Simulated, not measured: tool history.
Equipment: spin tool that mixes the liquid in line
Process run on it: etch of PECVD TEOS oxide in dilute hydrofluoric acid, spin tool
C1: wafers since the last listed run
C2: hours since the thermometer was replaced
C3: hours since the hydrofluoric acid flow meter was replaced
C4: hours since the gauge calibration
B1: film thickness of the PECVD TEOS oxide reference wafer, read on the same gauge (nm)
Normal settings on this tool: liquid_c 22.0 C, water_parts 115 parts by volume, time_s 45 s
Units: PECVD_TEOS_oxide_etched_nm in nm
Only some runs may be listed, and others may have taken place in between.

Run 1, hour 0.0: usual settings but water_parts 70 parts by volume; C1 0; C2 725.6; C3 1691.2; C4 373.5; B1 128.15. Result: PECVD_TEOS_oxide_etched_nm 11.14 nm.
Run 2, hour 29.0: usual settings but water_parts 80 parts by volume, time_s 55 s; C1 299; C2 754.6; C3 1720.2; C4 402.5; B1 128.05. Result: PECVD_TEOS_oxide_etched_nm 11.71 nm.
Run 3, hour 43.5: usual settings but water_parts 80 parts by volume, time_s 55 s; C1 149; C2 769.1; C3 1734.7; C4 417.0; B1 127.95. Result: PECVD_TEOS_oxide_etched_nm 11.59 nm.
Run 4, hour 77.0: usual settings but water_parts 80 parts by volume, time_s 55 s; C1 346; C2 802.6; C3 1768.2; C4 450.5; B1 127.68. Result: PECVD_TEOS_oxide_etched_nm 11.69 nm.
Run 5, hour 90.3: usual settings but liquid_c 24.0 C, time_s 35 s; C1 137; C2 815.9; C3 1781.5; C4 463.8; B1 127.61. Result: PECVD_TEOS_oxide_etched_nm 5.34 nm.
Run 6, hour 114.9: usual settings but liquid_c 24.0 C, time_s 35 s; C1 254; C2 840.5; C3 1806.1; C4 488.4; B1 127.45. Result: PECVD_TEOS_oxide_etched_nm 5.32 nm.
Run 7, hour 140.9: usual settings; C1 268; C2 866.5; C3 1832.1; C4 514.4; B1 127.26. Result: PECVD_TEOS_oxide_etched_nm 6.36 nm.
At hour 221.2: hydrofluoric acid flow meter replaced.
Run 8, hour 231.0: usual settings; C1 921; C2 956.6; C3 9.8; C4 604.5; B1 126.47. Result: PECVD_TEOS_oxide_etched_nm 6.26 nm.
Run 9, hour 247.1: usual settings; C1 166; C2 972.7; C3 25.9; C4 620.6; B1 126.30. Result: PECVD_TEOS_oxide_etched_nm 6.36 nm.
Run 10, hour 277.8: usual settings; C1 317; C2 1003.4; C3 56.6; C4 651.3; B1 125.98. Result: PECVD_TEOS_oxide_etched_nm 6.26 nm.
At hour 356.8: gauge calibrated.
Run 11, hour 358.6: usual settings but liquid_c 25.0 C, water_parts 135 parts by volume; C1 835; C2 1084.2; C3 137.4; C4 1.8; B1 129.33. Result: PECVD_TEOS_oxide_etched_nm 6.02 nm.
At hour 376.3: thermometer replaced.
Run 12, hour 381.7: usual settings but liquid_c 25.0 C, water_parts 135 parts by volume; C1 228; C2 5.4; C3 160.5; C4 24.9; B1 129.35. Result: PECVD_TEOS_oxide_etched_nm 6.05 nm.
Run 13, hour 414.8: usual settings but water_parts 100 parts by volume; C1 342; C2 38.5; C3 193.6; C4 58.0; B1 129.31. Result: PECVD_TEOS_oxide_etched_nm 7.47 nm.
Run 14, hour 444.2: usual settings but liquid_c 20.5 C; C1 303; C2 67.9; C3 223.0; C4 87.4; B1 129.28. Result: PECVD_TEOS_oxide_etched_nm 6.13 nm.
Run 15, hour 467.2: usual settings but time_s 35 s; C1 237; C2 90.9; C3 246.0; C4 110.4; B1 129.25. Result: PECVD_TEOS_oxide_etched_nm 5.04 nm.
Run 16, hour 480.1: usual settings but liquid_c 26.0 C; C1 133; C2 103.8; C3 258.9; C4 123.3; B1 129.23. Result: PECVD_TEOS_oxide_etched_nm 7.49 nm.
Run 17, hour 494.3: usual settings but water_parts 165 parts by volume; C1 146; C2 118.0; C3 273.1; C4 137.5; B1 129.22. Result: PECVD_TEOS_oxide_etched_nm 4.25 nm.
Run 18, hour 585.8: usual settings but time_s 60 s; C1 945; C2 209.5; C3 364.6; C4 229.0; B1 128.91. Result: PECVD_TEOS_oxide_etched_nm 8.73 nm.
Run 19, hour 620.0: usual settings; C1 353; C2 243.7; C3 398.8; C4 263.2; B1 128.85. Result: PECVD_TEOS_oxide_etched_nm 6.42 nm.
Run 20, hour 651.0: usual settings but water_parts 140 parts by volume, time_s 30 s; C1 320; C2 274.7; C3 429.8; C4 294.2; B1 128.70. Result: PECVD_TEOS_oxide_etched_nm 3.45 nm.
Run 21, hour 683.1: usual settings but liquid_c 25.0 C, water_parts 135 parts by volume; C1 331; C2 306.8; C3 461.9; C4 326.3; B1 128.56. Result: PECVD_TEOS_oxide_etched_nm 5.99 nm.
Run 22, hour 699.4: usual settings; C1 168; C2 323.1; C3 478.2; C4 342.6; B1 128.44. Result: PECVD_TEOS_oxide_etched_nm 6.47 nm.
Run 23, hour 711.5: usual settings but liquid_c 19.5 C; C1 125; C2 335.2; C3 490.3; C4 354.7; B1 128.36. Result: PECVD_TEOS_oxide_etched_nm 5.79 nm.
Run 24, hour 741.8: usual settings but liquid_c 18.0 C, water_parts 155 parts by volume; C1 313; C2 365.5; C3 520.6; C4 385.0; B1 128.20. Result: PECVD_TEOS_oxide_etched_nm 3.94 nm.
Run 25, hour 771.9: usual settings; C1 311; C2 395.6; C3 550.7; C4 415.1; B1 128.05. Result: PECVD_TEOS_oxide_etched_nm 6.45 nm.
Run 26, hour 787.2: usual settings but liquid_c 26.5 C, time_s 60 s; C1 158; C2 410.9; C3 566.0; C4 430.4; B1 127.92. Result: PECVD_TEOS_oxide_etched_nm 10.12 nm.
Run 27, hour 800.7: usual settings; C1 139; C2 424.4; C3 579.5; C4 443.9; B1 127.81. Result: PECVD_TEOS_oxide_etched_nm 6.36 nm.
Run 28, hour 819.3: usual settings but liquid_c 17.0 C, water_parts 165 parts by volume, time_s 30 s; C1 192; C2 443.0; C3 598.1; C4 462.5; B1 127.72. Result: PECVD_TEOS_oxide_etched_nm 2.29 nm.
Run 29, hour 848.5: usual settings; C1 301; C2 472.2; C3 627.3; C4 491.7; B1 127.49. Result: PECVD_TEOS_oxide_etched_nm 6.34 nm.
Run 30, hour 881.0: usual settings but water_parts 140 parts by volume, time_s 25 s; C1 336; C2 504.7; C3 659.8; C4 524.2; B1 127.26. Result: PECVD_TEOS_oxide_etched_nm 2.82 nm.
Run 31, hour 903.8: usual settings but water_parts 75 parts by volume; C1 235; C2 527.5; C3 682.6; C4 547.0; B1 127.05. Result: PECVD_TEOS_oxide_etched_nm 10.14 nm.
Run 32, hour 929.0: usual settings; C1 260; C2 552.7; C3 707.8; C4 572.2; B1 126.85. Result: PECVD_TEOS_oxide_etched_nm 6.36 nm.
At hour 934.5: gauge calibrated.
Run 33, hour 942.3: usual settings; C1 137; C2 566.0; C3 721.1; C4 7.8; B1 129.20. Result: PECVD_TEOS_oxide_etched_nm 6.45 nm.
Run 34, hour 961.5: usual settings but liquid_c 25.5 C; C1 198; C2 585.2; C3 740.3; C4 27.0; B1 129.21. Result: PECVD_TEOS_oxide_etched_nm 7.44 nm.

3 options for the next run, each taken on its own from the tool as it stands now. Forecast them:
Run A, hour 961.9: usual settings but time_s 55 s; C1 4; C2 585.6; C3 740.7; C4 27.4; B1 ?. Result: PECVD_TEOS_oxide_etched_nm ?.
Run B, hour 961.9: usual settings but liquid_c 24.5 C, time_s 55 s; C1 4; C2 585.6; C3 740.7; C4 27.4; B1 ?. Result: PECVD_TEOS_oxide_etched_nm ?.
Run C, hour 961.9: usual settings but liquid_c 18.5 C, water_parts 150 parts by volume, time_s 30 s; C1 4; C2 585.6; C3 740.7; C4 27.4; B1 ?. Result: PECVD_TEOS_oxide_etched_nm ?.

run      B1  PECVD_TEOS_oxide_etched_nm
  A  129.21                        7.87
  B  129.21                        8.69
  C  129.21                        2.75
The same runs, with their run-to-run variation unchanged, on a tool lacking any hidden condition would have given:
run  PECVD_TEOS_oxide_etched_nm
  A                        7.92
  B                        8.74
  C                        2.77
